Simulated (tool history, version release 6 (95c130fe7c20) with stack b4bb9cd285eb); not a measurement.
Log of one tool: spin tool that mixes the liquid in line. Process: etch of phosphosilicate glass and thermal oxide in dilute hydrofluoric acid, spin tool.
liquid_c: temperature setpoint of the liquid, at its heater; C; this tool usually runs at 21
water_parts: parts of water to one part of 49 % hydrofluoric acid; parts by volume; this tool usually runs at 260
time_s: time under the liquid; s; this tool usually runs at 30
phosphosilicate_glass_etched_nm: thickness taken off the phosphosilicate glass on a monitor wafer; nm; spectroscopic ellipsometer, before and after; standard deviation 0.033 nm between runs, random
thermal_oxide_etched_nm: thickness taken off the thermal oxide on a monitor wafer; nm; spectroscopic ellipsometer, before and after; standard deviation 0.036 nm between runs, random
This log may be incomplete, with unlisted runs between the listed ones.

run,hour,liquid_c,water_parts,time_s,"read-back film thickness of the phosphosilicate glass reference wafer, read on the same gauge (nm)","read-back film thickness of the thermal oxide reference wafer, read on the same gauge (nm)",phosphosilicate_glass_etched_nm,thermal_oxide_etched_nm
1,0,22.5,325,30,60,120,6.8,0.326
2,69.6,22.5,325,30,60.02,120.031,6.78,0.405
3,116,21,260,30,59.99,120.004,8.49,0.479
4,160.7,21,260,30,60.02,120.002,8.58,0.46
5,203.1,21,260,30,60,120.006,8.51,0.486
6,264.3,21,260,30,59.98,119.986,8.64,0.424
7,332.4,21,260,30,60.01,120.009,8.62,0.452
8,385.2,19,260,30,60,120.006,8.05,0.418
9,413.8,17,260,50,60,120.011,12.44,0.649
10,573,21,260,30,60.01,119.989,8.71,0.492
# hour 596.8: thermometer replaced
11,620,22.5,325,30,59.99,119.997,6.98,0.344
# hour 626.1: hydrofluoric acid flow meter replaced
12,650.8,21,260,45,60,119.963,12.12,0.695
13,676.4,19.5,310,40,59.99,120.031,8.21,0.422
# hour 704.1: gauge calibrated
14,735.6,23,315,25,60.02,119.982,5.72,0.354
15,782.8,21,260,35,60.01,119.975,9.49,0.495
16,925.2,23.5,180,40,60.01,120.003,18.8,0.916
17,992.7,25.5,305,35,59.99,119.979,9.27,0.488

Forecast each of these 4 alternatives for the next run:
A,993.1,21,260,30,?,?,?,?
B,993.1,24.5,150,15,?,?,?,?
C,993.1,25.5,365,45,?,?,?,?
D,993.1,21,260,50,?,?,?,?

run,"read-back film thickness of the phosphosilicate glass reference wafer, read on the same gauge (nm)","read-back film thickness of the thermal oxide reference wafer, read on the same gauge (nm)",phosphosilicate_glass_etched_nm,thermal_oxide_etched_nm
A,60,119.996,8.18,0.472
B,60,119.996,9.05,0.522
C,60,119.996,9.28,0.535
D,60,119.996,13.63,0.787
What these runs would have given with no unlogged condition in the tool:
run,phosphosilicate_glass_etched_nm,thermal_oxide_etched_nm
A,7.93,0.458
B,8.79,0.507
C,8.98,0.518
D,13.22,0.763
